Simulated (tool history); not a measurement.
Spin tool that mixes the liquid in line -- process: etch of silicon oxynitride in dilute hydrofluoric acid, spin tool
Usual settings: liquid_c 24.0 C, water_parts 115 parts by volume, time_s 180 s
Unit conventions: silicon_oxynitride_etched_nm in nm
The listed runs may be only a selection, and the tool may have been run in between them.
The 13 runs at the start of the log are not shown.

run,hour,liquid_c,water_parts,time_s,"read-back film thickness of the silicon oxynitride reference wafer, read on the same gauge (nm)",silicon_oxynitride_etched_nm
14,586.3,28.5,115,180,109.97,8.30
# hour 594.8: thermometer replaced
15,647.9,24.0,115,180,109.99,6.59
16,710.4,24.0,115,180,110.01,6.56
17,771.7,24.0,115,180,109.97,6.56
18,838.0,28.5,100,180,110.02,9.44
19,901.5,22.0,70,180,109.98,10.17
20,951.6,19.5,130,180,110.01,4.62
# hour 963.3: hydrofluoric acid flow meter replaced
21,985.5,20.5,85,260,109.99,11.40
22,1013.3,21.0,115,235,110.00,7.66
23,1052.1,26.5,55,95,109.99,8.89

Forecast run 24:
24,1085.5,25.5,115,180,?,?

Run 24 produced read-back film thickness of the silicon oxynitride reference wafer, read on the same gauge (nm) 109.95, silicon_oxynitride_etched_nm 7.21 nm.
The same run, on a tool lacking any hidden state, would have yielded silicon_oxynitride_etched_nm 7.19 nm.
